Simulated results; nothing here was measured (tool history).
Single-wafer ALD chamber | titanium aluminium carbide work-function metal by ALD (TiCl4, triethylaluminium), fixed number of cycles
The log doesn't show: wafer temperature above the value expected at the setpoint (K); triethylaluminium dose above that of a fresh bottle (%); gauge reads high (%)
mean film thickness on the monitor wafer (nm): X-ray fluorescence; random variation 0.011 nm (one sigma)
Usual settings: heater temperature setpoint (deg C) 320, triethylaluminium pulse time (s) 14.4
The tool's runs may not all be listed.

run	hour	heater temperature setpoint (deg C)	triethylaluminium pulse time (s)	wafers since the last listed run	hours since the last thermocouple change	hours since the last triethylaluminium bottle change	hours since the showerhead was replaced	hours since the gauge calibration	read-back reference wafer on the same gauge, thickness_nm	mean film thickness on the monitor wafer (nm)
1	0	320	14.4	0	1856.3	593	5454.9	444.3	1.882	2.054
2	15.4	320	14.4	122	1871.7	608.4	5470.3	459.7	1.88	2.059
3	47.2	320	14.4	253	1903.5	640.2	5502.1	491.5	1.881	2.058
4	79.9	320	14.4	260	1936.2	672.9	5534.8	524.2	1.881	2.063
5	103.5	324	16.75	187	1959.8	696.5	5558.4	547.8	1.88	2.126
6	131.5	324	16.75	222	1987.8	724.5	5586.4	575.8	1.879	2.115
# hour 140.7: showerhead replaced
7	146.7	313	14.4	57	2003	739.7	6	591	1.881	2
8	159.6	313	14.4	102	2015.9	752.6	18.9	603.9	1.879	2.008
9	183.7	320	14.4	191	2040	776.7	43	628	1.882	2.047
# hour 240.7: gauge calibrated
# hour 264.5: triethylaluminium bottle replaced
10	286.4	320	14.4	754	2142.7	21.9	145.7	45.7	1.879	2.134
11	311.1	320	14.4	196	2167.4	46.6	170.4	70.4	1.878	2.145
12	340.6	320	14.4	234	2196.9	76.1	199.9	99.9	1.88	2.121
# hour 362.1: thermocouple changed; heater temperature recalibrated
13	364.3	325	9.63	125	2.2	99.8	223.6	123.6	1.88	2.06
14	376.7	312	12.95	98	14.6	112.2	236	136	1.881	2.047
15	392.1	320	17.07	122	30	127.6	251.4	151.4	1.881	2.134
16	415.9	320	14.4	189	53.8	151.4	275.2	175.2	1.882	2.111
17	434.1	335	11.55	144	72	169.6	293.4	193.4	1.881	2.178
18	467	311	16.74	261	104.9	202.5	326.3	226.3	1.879	2.048
19	479.2	332	18.1	97	117.1	214.7	338.5	238.5	1.883	2.21
20	495.3	309	14.4	128	133.2	230.8	354.6	254.6	1.88	2.013
21	521.5	320	18.47	208	159.4	257	380.8	280.8	1.881	2.131
22	557.3	326	9.27	285	195.2	292.8	416.6	316.6	1.88	2.001
23	574.9	326	14.4	140	212.8	310.4	434.2	334.2	1.881	2.122
24	589	320	14.4	112	226.9	324.5	448.3	348.3	1.88	2.1
25	603.5	320	14.4	115	241.4	339	462.8	362.8	1.881	2.099
26	638.8	320	14.4	281	276.7	374.3	498.1	398.1	1.88	2.076
27	654.6	320	12.08	125	292.5	390.1	513.9	413.9	1.881	2.03
28	682.7	320	10.18	223	320.6	418.2	542	442	1.881	1.974
29	705.3	320	18.51	179	343.2	440.8	564.6	464.6	1.879	2.103
30	726.9	311	15.9	172	364.8	462.4	586.2	486.2	1.88	2.05
31	747.7	334	10.59	165	385.6	483.2	607	507	1.879	2.095
32	774.3	320	15.92	211	412.2	509.8	633.6	533.6	1.88	2.104

Forecast each of these 5 alternatives for the next run:
A	774.7	320	18.17	3	412.6	510.2	634	534	?	?
B	774.7	309	11.15	3	412.6	510.2	634	534	?	?
C	774.7	316	18.37	3	412.6	510.2	634	534	?	?
D	774.7	330	14.4	3	412.6	510.2	634	534	?	?
E	774.7	326	9.79	3	412.6	510.2	634	534	?	?

run	read-back reference wafer on the same gauge, thickness_nm	mean film thickness on the monitor wafer (nm)
A	1.881	2.116
B	1.881	1.921
C	1.881	2.088
D	1.881	2.15
E	1.881	1.988
Without the tool's hidden state the same runs would have given:
run	mean film thickness on the monitor wafer (nm)
A	2.143
B	2.022
C	2.113
D	2.209
E	2.125

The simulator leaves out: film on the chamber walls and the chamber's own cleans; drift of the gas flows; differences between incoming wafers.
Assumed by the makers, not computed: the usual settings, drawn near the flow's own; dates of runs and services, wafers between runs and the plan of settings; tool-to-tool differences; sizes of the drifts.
